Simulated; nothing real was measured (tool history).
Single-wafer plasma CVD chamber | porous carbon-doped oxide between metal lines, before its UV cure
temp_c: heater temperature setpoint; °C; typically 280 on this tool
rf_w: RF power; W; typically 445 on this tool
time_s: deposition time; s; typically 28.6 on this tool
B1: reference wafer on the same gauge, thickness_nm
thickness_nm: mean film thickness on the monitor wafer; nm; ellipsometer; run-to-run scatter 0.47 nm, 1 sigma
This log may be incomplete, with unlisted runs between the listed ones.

run 1 hour=0.0 | temp_c=270 rf_w=445 time_s=28.6 | B1=163.999 | thickness_nm=169.988
run 2 hour=17.7 | temp_c=270 rf_w=445 time_s=28.6 | B1=163.961 | thickness_nm=168.814
-- hour=38.1 showerhead replaced
run 3 hour=38.6 | temp_c=280 rf_w=405 time_s=28.6 | B1=163.918 | thickness_nm=153.329
run 4 hour=52.9 | temp_c=280 rf_w=405 time_s=28.6 | B1=164.000 | thickness_nm=153.162
run 5 hour=59.8 | temp_c=280 rf_w=405 time_s=28.6 | B1=163.977 | thickness_nm=153.268
run 6 hour=68.6 | temp_c=280 rf_w=515 time_s=28.6 | B1=163.996 | thickness_nm=172.050
run 7 hour=85.1 | temp_c=280 rf_w=515 time_s=28.6 | B1=163.948 | thickness_nm=171.265
run 8 hour=100.8 | temp_c=280 rf_w=380 time_s=28.6 | B1=164.040 | thickness_nm=147.448
run 9 hour=117.1 | temp_c=280 rf_w=380 time_s=28.6 | B1=163.943 | thickness_nm=147.063
run 10 hour=134.5 | temp_c=280 rf_w=380 time_s=28.6 | B1=163.938 | thickness_nm=146.684
run 11 hour=145.9 | temp_c=280 rf_w=445 time_s=28.6 | B1=164.017 | thickness_nm=158.897
run 12 hour=154.2 | temp_c=280 rf_w=445 time_s=28.6 | B1=164.048 | thickness_nm=158.875
run 13 hour=170.5 | temp_c=280 rf_w=445 time_s=28.6 | B1=164.015 | thickness_nm=159.465
run 14 hour=181.0 | temp_c=280 rf_w=445 time_s=28.6 | B1=164.020 | thickness_nm=158.804
run 15 hour=192.1 | temp_c=280 rf_w=445 time_s=25.1 | B1=164.017 | thickness_nm=140.524
run 16 hour=206.1 | temp_c=280 rf_w=530 time_s=24.3 | B1=164.066 | thickness_nm=148.245
-- hour=207.2 gauge calibrated
-- hour=222.5 RF generator calibrated
-- hour=224.0 thermocouple changed; heater temperature recalibrated
run 17 hour=224.5 | temp_c=280 rf_w=445 time_s=28.6 | B1=163.962 | thickness_nm=164.206
run 18 hour=224.8 | temp_c=280 rf_w=445 time_s=28.6 | B1=164.106 | thickness_nm=164.305
run 19 hour=233.3 | temp_c=268 rf_w=445 time_s=28.6 | B1=164.023 | thickness_nm=175.933
run 20 hour=239.3 | temp_c=272 rf_w=380 time_s=26.6 | B1=164.049 | thickness_nm=147.939
run 21 hour=253.2 | temp_c=280 rf_w=445 time_s=28.6 | B1=164.098 | thickness_nm=163.772
run 22 hour=270.8 | temp_c=280 rf_w=400 time_s=28.6 | B1=163.964 | thickness_nm=154.984
run 23 hour=280.4 | temp_c=291 rf_w=500 time_s=33.0 | B1=163.969 | thickness_nm=187.850
run 24 hour=287.4 | temp_c=291 rf_w=470 time_s=33.5 | B1=163.986 | thickness_nm=184.902
run 25 hour=298.6 | temp_c=290 rf_w=385 time_s=24.1 | B1=164.029 | thickness_nm=122.171
run 26 hour=304.7 | temp_c=280 rf_w=445 time_s=28.6 | B1=163.993 | thickness_nm=164.173
run 27 hour=311.7 | temp_c=273 rf_w=520 time_s=24.4 | B1=163.989 | thickness_nm=157.682
run 28 hour=319.5 | temp_c=280 rf_w=485 time_s=28.6 | B1=163.990 | thickness_nm=170.564
run 29 hour=336.1 | temp_c=286 rf_w=495 time_s=33.4 | B1=163.983 | thickness_nm=194.346
run 30 hour=350.2 | temp_c=280 rf_w=475 time_s=28.6 | B1=163.940 | thickness_nm=168.545
run 31 hour=361.4 | temp_c=274 rf_w=530 time_s=26.6 | B1=163.991 | thickness_nm=171.907
run 32 hour=371.3 | temp_c=280 rf_w=445 time_s=28.6 | B1=163.919 | thickness_nm=163.127
run 33 hour=386.7 | temp_c=287 rf_w=445 time_s=28.6 | B1=163.975 | thickness_nm=157.314
run 34 hour=395.0 | temp_c=280 rf_w=445 time_s=28.6 | B1=163.936 | thickness_nm=164.012

Each row is a separate what-if for the run after 34, all from the same tool condition, not one after another. Results?
run A hour=395.4 | temp_c=280 rf_w=445 time_s=28.6 | B1=? | thickness_nm=?
run B hour=395.4 | temp_c=280 rf_w=445 time_s=33.9 | B1=? | thickness_nm=?
run C hour=395.4 | temp_c=280 rf_w=445 time_s=22.9 | B1=? | thickness_nm=?
run D hour=395.4 | temp_c=266 rf_w=445 time_s=30.2 | B1=? | thickness_nm=?

run=A B1=163.986 thickness_nm=162.375
run=B B1=163.986 thickness_nm=191.508
run=C B1=163.986 thickness_nm=130.952
run=D B1=163.986 thickness_nm=185.440
With no hidden state in the tool, these same runs would have given:
run=A thickness_nm=163.216
run=B thickness_nm=192.499
run=C thickness_nm=131.630
run=D thickness_nm=186.454
